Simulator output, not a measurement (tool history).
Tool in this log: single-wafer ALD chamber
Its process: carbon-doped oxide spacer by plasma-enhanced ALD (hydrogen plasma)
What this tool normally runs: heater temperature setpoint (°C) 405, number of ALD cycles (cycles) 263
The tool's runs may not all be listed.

run,hour,heater temperature setpoint (°C),number of ALD cycles (cycles),wafers since the last listed run,hours since the last thermocouple change,hours since the gauge calibration,"read-back reference wafer on the same gauge, thickness_nm",mean film thickness on the monitor wafer (angstrom)
1,0,405,229,0,1094.4,438.8,14.581,112.07
2,13.5,405,229,12,1107.9,452.3,14.573,112.21
3,43.8,405,263,27,1138.2,482.6,14.604,128.47
4,59.2,405,263,14,1153.6,498,14.621,128.49
5,121.9,405,263,57,1216.3,560.7,14.6,128.25
6,135.8,405,263,12,1230.2,574.6,14.626,129.16
# hour 136.9: gauge calibrated
7,196.7,405,263,55,1291.1,59.8,14.602,128.05
8,220.7,405,263,21,1315.1,83.8,14.604,127.88
9,244.5,405,263,21,1338.9,107.6,14.607,127.85
10,279.4,405,263,31,1373.8,142.5,14.602,128.58
11,311,405,263,28,1405.4,174.1,14.603,128.27
12,330.2,405,263,17,1424.6,193.3,14.573,127.72
13,404.8,405,263,68,1499.2,267.9,14.601,128.44
14,433.4,413,263,26,1527.8,296.5,14.601,124.79
15,451.7,405,292,16,1546.1,314.8,14.6,142.56
16,465.4,405,292,12,1559.8,328.5,14.622,141.74
17,482.4,405,263,15,1576.8,345.5,14.606,127.78
18,500.3,405,263,16,1594.7,363.4,14.58,128.16
19,516.5,405,263,14,1610.9,379.6,14.592,128.25
20,536,405,242,17,1630.4,399.1,14.579,117.2
21,561.8,405,242,23,1656.2,424.9,14.603,117.57
22,595.7,405,242,31,1690.1,458.8,14.59,117.61
23,621.6,405,263,23,1716,484.7,14.616,127.51
24,640.4,409,235,17,1734.8,503.5,14.601,112.67
25,657.8,395,218,15,1752.2,520.9,14.595,109.34
26,685.8,405,263,25,1780.2,548.9,14.592,128.18
27,712.9,413,280,24,1807.3,576,14.601,132.54
28,742,397,222,26,1836.4,605.1,14.601,110.72
# hour 743.7: gauge calibrated
29,777.9,405,263,32,1872.3,34.2,14.607,126.93
30,793,405,263,13,1887.4,49.3,14.605,127.75
31,888.3,399,292,87,1982.7,144.6,14.594,143.62
32,911.6,396,215,21,2006,167.9,14.592,107.24
# hour 949.1: thermocouple changed; heater temperature recalibrated
33,949.6,417,298,27,0.5,205.9,14.605,141.61
34,975.2,401,233,23,26.1,231.5,14.608,116.32
35,989.1,405,214,12,40,245.4,14.573,105.79
36,1024.1,390,263,32,75,280.4,14.607,132.22
37,1045.8,405,263,19,96.7,302.1,14.591,130.28
38,1076.7,394,225,28,127.6,333,14.606,112.78
39,1099.2,405,263,20,150.1,355.5,14.593,130.25
40,1120,405,263,19,170.9,376.3,14.601,130.03
41,1138.3,405,214,16,189.2,394.6,14.591,105.45
42,1157.1,418,263,17,208,413.4,14.601,125.24
43,1179.3,397,313,20,230.2,435.6,14.605,157.23
44,1210.1,405,263,28,261,466.4,14.617,129.84

Consider 5 possible next runs. They are alternatives, not a sequence: every one starts from the tool as it was left by run 44. What does each give?
A,1210.9,405,263,0,261.8,467.2,?,?
B,1210.9,405,285,0,261.8,467.2,?,?
C,1210.9,412,305,0,261.8,467.2,?,?
D,1210.9,418,280,0,261.8,467.2,?,?
E,1210.9,414,297,0,261.8,467.2,?,?

run,"read-back reference wafer on the same gauge, thickness_nm",mean film thickness on the monitor wafer (angstrom)
A,14.594,129.62
B,14.594,140.47
C,14.594,147.12
D,14.594,132.55
E,14.594,142.38
Stripped of hidden state, with their random variation kept, the same runs would have yielded:
run,mean film thickness on the monitor wafer (angstrom)
A,129.67
B,140.52
C,147.18
D,132.6
E,142.43

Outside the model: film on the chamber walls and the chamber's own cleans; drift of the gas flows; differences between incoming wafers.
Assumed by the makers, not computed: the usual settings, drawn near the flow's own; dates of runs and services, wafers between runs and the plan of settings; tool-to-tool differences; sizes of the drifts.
